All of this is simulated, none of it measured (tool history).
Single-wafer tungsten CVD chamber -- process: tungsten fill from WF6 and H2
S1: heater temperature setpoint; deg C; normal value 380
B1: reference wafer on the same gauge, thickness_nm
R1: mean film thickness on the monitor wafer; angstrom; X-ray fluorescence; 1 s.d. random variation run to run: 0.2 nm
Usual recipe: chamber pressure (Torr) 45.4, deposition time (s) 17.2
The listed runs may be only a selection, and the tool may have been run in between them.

{"run": 1, "hour": 0.0, "S1": 380, "chamber pressure (Torr)": 45.4, "deposition time (s)": 17.2, "B1": 47.927, "R1": 456.29}
{"run": 2, "hour": 11.0, "S1": 380, "chamber pressure (Torr)": 45.4, "deposition time (s)": 17.2, "B1": 47.956, "R1": 459.76}
{"run": 3, "hour": 18.3, "S1": 380, "chamber pressure (Torr)": 45.4, "deposition time (s)": 17.2, "B1": 47.879, "R1": 461.85}
{"run": 4, "hour": 33.6, "S1": 380, "chamber pressure (Torr)": 45.4, "deposition time (s)": 17.2, "B1": 47.938, "R1": 462.36}
{"run": 5, "hour": 75.6, "S1": 380, "chamber pressure (Torr)": 45.4, "deposition time (s)": 17.2, "B1": 47.966, "R1": 460.19}
{"run": 6, "hour": 86.7, "S1": 380, "chamber pressure (Torr)": 45.4, "deposition time (s)": 17.2, "B1": 47.907, "R1": 458.17}
{"run": 7, "hour": 99.8, "S1": 380, "chamber pressure (Torr)": 45.4, "deposition time (s)": 17.2, "B1": 47.873, "R1": 461.33}
{"run": 8, "hour": 112.0, "S1": 380, "chamber pressure (Torr)": 45.4, "deposition time (s)": 17.2, "B1": 47.866, "R1": 464.7}
{"hour": 127.3, "done": "thermocouple changed; heater temperature recalibrated"}
{"run": 9, "hour": 127.8, "S1": 380, "chamber pressure (Torr)": 45.4, "deposition time (s)": 17.2, "B1": 47.932, "R1": 492.7}
{"run": 10, "hour": 131.0, "S1": 380, "chamber pressure (Torr)": 45.4, "deposition time (s)": 17.2, "B1": 47.856, "R1": 490.11}
{"run": 11, "hour": 147.2, "S1": 389, "chamber pressure (Torr)": 53.0, "deposition time (s)": 17.2, "B1": 47.894, "R1": 603.61}
{"run": 12, "hour": 155.6, "S1": 389, "chamber pressure (Torr)": 53.0, "deposition time (s)": 17.2, "B1": 47.856, "R1": 605.19}
{"run": 13, "hour": 169.4, "S1": 380, "chamber pressure (Torr)": 45.4, "deposition time (s)": 17.2, "B1": 47.93, "R1": 491.59}
{"run": 14, "hour": 177.3, "S1": 380, "chamber pressure (Torr)": 45.4, "deposition time (s)": 17.2, "B1": 47.891, "R1": 492.17}
{"hour": 198.4, "done": "thermocouple changed; heater temperature recalibrated, repeated, since the last time left the tool worse"}
{"run": 15, "hour": 225.4, "S1": 374, "chamber pressure (Torr)": 48.7, "deposition time (s)": 14.2, "B1": 47.916, "R1": 333.68}
{"run": 16, "hour": 239.7, "S1": 380, "chamber pressure (Torr)": 45.4, "deposition time (s)": 17.2, "B1": 47.912, "R1": 439.01}
{"run": 17, "hour": 251.4, "S1": 380, "chamber pressure (Torr)": 38.6, "deposition time (s)": 17.2, "B1": 47.853, "R1": 412.31}
{"hour": 263.1, "done": "showerhead replaced"}
{"run": 18, "hour": 263.6, "S1": 380, "chamber pressure (Torr)": 55.8, "deposition time (s)": 18.9, "B1": 47.892, "R1": 516.73}
{"hour": 295.0, "done": "gauge calibrated"}
{"hour": 310.3, "done": "capacitance manometer re-zeroed and calibrated"}
{"run": 19, "hour": 310.8, "S1": 371, "chamber pressure (Torr)": 41.4, "deposition time (s)": 20.2, "B1": 47.897, "R1": 422.38}
{"run": 20, "hour": 327.0, "S1": 380, "chamber pressure (Torr)": 45.4, "deposition time (s)": 18.7, "B1": 47.859, "R1": 478.36}
{"run": 21, "hour": 344.3, "S1": 380, "chamber pressure (Torr)": 45.4, "deposition time (s)": 17.2, "B1": 47.942, "R1": 437.88}
{"run": 22, "hour": 359.6, "S1": 389, "chamber pressure (Torr)": 53.0, "deposition time (s)": 17.2, "B1": 47.881, "R1": 544.59}
{"run": 23, "hour": 370.8, "S1": 380, "chamber pressure (Torr)": 56.2, "deposition time (s)": 17.2, "B1": 47.94, "R1": 471.13}
{"run": 24, "hour": 384.7, "S1": 391, "chamber pressure (Torr)": 41.8, "deposition time (s)": 14.7, "B1": 47.911, "R1": 437.32}
{"run": 25, "hour": 392.8, "S1": 370, "chamber pressure (Torr)": 50.0, "deposition time (s)": 17.2, "B1": 47.86, "R1": 377.22}
{"run": 26, "hour": 403.1, "S1": 395, "chamber pressure (Torr)": 45.4, "deposition time (s)": 20.2, "B1": 47.953, "R1": 670.61}
{"run": 27, "hour": 415.2, "S1": 380, "chamber pressure (Torr)": 54.7, "deposition time (s)": 17.2, "B1": 47.894, "R1": 466.01}
{"run": 28, "hour": 427.5, "S1": 395, "chamber pressure (Torr)": 55.2, "deposition time (s)": 19.9, "B1": 47.923, "R1": 699.68}
{"run": 29, "hour": 434.0, "S1": 380, "chamber pressure (Torr)": 54.7, "deposition time (s)": 17.2, "B1": 47.996, "R1": 465.73}
{"run": 30, "hour": 443.3, "S1": 366, "chamber pressure (Torr)": 45.4, "deposition time (s)": 14.2, "B1": 47.926, "R1": 278.24}
{"run": 31, "hour": 460.6, "S1": 380, "chamber pressure (Torr)": 45.4, "deposition time (s)": 17.2, "B1": 47.89, "R1": 438.4}
{"run": 32, "hour": 468.0, "S1": 390, "chamber pressure (Torr)": 45.4, "deposition time (s)": 15.0, "B1": 47.912, "R1": 452.94}
{"run": 33, "hour": 478.6, "S1": 391, "chamber pressure (Torr)": 55.7, "deposition time (s)": 15.7, "B1": 47.921, "R1": 514.47}
{"run": 34, "hour": 493.0, "S1": 366, "chamber pressure (Torr)": 52.6, "deposition time (s)": 18.9, "B1": 47.868, "R1": 395.26}

A few steps of R1 between consecutive runs. Split each: what settings, incoming material and random variation would produce without the hidden state, and what is left over for the hidden state, along with gauge scatter present in only one of the two compared results (measured, and without hidden state):
Unlogged tool condition in this case: wafer temperature above the value expected at the setpoint (K); true pressure above the setpoint (%); gauge reads high (%).
Run 8 -> 9: thermocouple changed; heater temperature recalibrated. R1 +28.00 angstrom: hidden state +29.71, all else -1.71.
Run 10 -> 11: S1 380 -> 389, chamber pressure (Torr) 45.4 -> 53.0. R1 +113.50 angstrom: hidden state +10.77, all else +102.73.
Run 14 -> 15: S1 380 -> 374, chamber pressure (Torr) 45.4 -> 48.7, deposition time (s) 17.2 -> 14.2, thermocouple changed; heater temperature recalibrated, repeated, since the last time left the tool worse. R1 -158.49 angstrom: hidden state -56.84, all else -101.65.
Run 25 -> 26: S1 370 -> 395, chamber pressure (Torr) 50.0 -> 45.4, deposition time (s) 17.2 -> 20.2. R1 +293.39 angstrom: hidden state +0.83, all else +292.56.
Run 27 -> 28: S1 380 -> 395, chamber pressure (Torr) 54.7 -> 55.2, deposition time (s) 17.2 -> 19.9. R1 +233.67 angstrom: hidden state +0.72, all else +232.95.
Run 28 -> 29: S1 395 -> 380, chamber pressure (Torr) 55.2 -> 54.7, deposition time (s) 19.9 -> 17.2. R1 -233.95 angstrom: hidden state -0.65, all else -233.30.
